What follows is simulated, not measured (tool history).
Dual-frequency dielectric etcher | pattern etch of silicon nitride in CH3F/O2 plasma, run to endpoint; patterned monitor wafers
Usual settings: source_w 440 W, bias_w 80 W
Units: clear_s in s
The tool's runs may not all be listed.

| run | day | source_w | bias_w | wafers since the last listed run | hours since the last wet clean | hours since the last source power generator calibration | hours since the last bias power generator calibration | hours since the last upper electrode change | incoming incoming film thickness, nm | clear_s |
|---|---|---|---|---|---|---|---|---|---|---|
| 1 | 0.000 | 440 | 80 | 0 | 390.1 | 3670.0 | 1825.7 | 3227.7 | 111.3 | 110.2 |
| 2 | 1.150 | 440 | 80 | 228 | 417.7 | 3697.6 | 1853.3 | 3255.3 | 110.6 | 111.5 |
| 3 | 2.362 | 440 | 80 | 241 | 446.8 | 3726.7 | 1882.4 | 3284.4 | 111.3 | 111.8 |
| 4 | 3.725 | 440 | 80 | 271 | 479.5 | 3759.4 | 1915.1 | 3317.1 | 111.6 | 111.1 |
| 5 | 4.721 | 520 | 80 | 198 | 503.4 | 3783.3 | 1939.0 | 3341.0 | 111.5 | 108.3 |
| 6 | 6.200 | 440 | 88 | 294 | 538.9 | 3818.8 | 1974.5 | 3376.5 | 111.9 | 110.0 |
| 7 | 7.633 | 440 | 88 | 285 | 573.3 | 3853.2 | 2008.9 | 3410.9 | 112.2 | 110.9 |
| 8 | 8.671 | 440 | 88 | 206 | 598.2 | 3878.1 | 2033.8 | 3435.8 | 111.6 | 111.4 |
|  | 10.529 | wet clean of the chamber |
| 9 | 10.550 | 470 | 80 | 174 | 0.5 | 3923.2 | 2078.9 | 3480.9 | 111.6 | 105.5 |
| 10 | 10.567 | 470 | 80 | 3 | 0.9 | 3923.6 | 2079.3 | 3481.3 | 111.0 | 105.3 |
|  | 11.554 | source power generator calibrated |
| 11 | 11.608 | 440 | 80 | 174 | 25.9 | 1.3 | 2104.3 | 3506.3 | 110.9 | 108.1 |
|  | 12.950 | upper electrode replaced |
| 12 | 12.971 | 440 | 88 | 72 | 58.6 | 34.0 | 2137.0 | 0.5 | 110.7 | 103.5 |
| 13 | 13.333 | 540 | 74 | 72 | 67.3 | 42.7 | 2145.7 | 9.2 | 111.4 | 106.4 |
| 14 | 14.700 | 440 | 80 | 271 | 100.1 | 75.5 | 2178.5 | 42.0 | 112.3 | 107.9 |
| 15 | 15.854 | 530 | 80 | 229 | 127.8 | 103.2 | 2206.2 | 69.7 | 112.0 | 104.1 |
| 16 | 17.350 | 360 | 98 | 297 | 163.7 | 139.1 | 2242.1 | 105.6 | 112.1 | 108.9 |
|  | 17.942 | bias power generator calibrated |
| 17 | 18.396 | 440 | 80 | 174 | 188.8 | 164.2 | 10.9 | 130.7 | 111.7 | 108.6 |
| 18 | 19.667 | 340 | 63 | 252 | 219.3 | 194.7 | 41.4 | 161.2 | 111.7 | 125.3 |
| 19 | 20.717 | 440 | 80 | 208 | 244.5 | 219.9 | 66.6 | 186.4 | 111.0 | 109.1 |
| 20 | 22.000 | 540 | 69 | 255 | 275.3 | 250.7 | 97.4 | 217.2 | 110.5 | 108.3 |
| 21 | 22.508 | 440 | 99 | 101 | 287.5 | 262.9 | 109.6 | 229.4 | 111.5 | 103.7 |
| 22 | 23.229 | 440 | 66 | 143 | 304.8 | 280.2 | 126.9 | 246.7 | 111.5 | 116.6 |

Measured less the same run without the tool's hidden state. The same run-to-run variation is in both; the gauge's scatter may not be:
The hidden state here: etch rate over this chamber's usual, %; source power that arrives over what is set, %; bias power that arrives over what is set, %.
| run | clear_s |
|---|---|
| 1 | +4.1 |
| 2 | +4.5 |
| 3 | +4.7 |
| 4 | +5.0 |
| 5 | +5.0 |
| 6 | +5.4 |
| 7 | +5.8 |
| 8 | +6.1 |
| 9 | -0.3 |
| 10 | -0.2 |
| 11 | +0.0 |
| 12 | +0.2 |
| 13 | +0.3 |
| 14 | +0.6 |
| 15 | +0.9 |
| 16 | +1.2 |
| 17 | +1.4 |
| 18 | +2.0 |
| 19 | +1.9 |
| 20 | +2.2 |
| 21 | +2.2 |
| 22 | +2.7 |
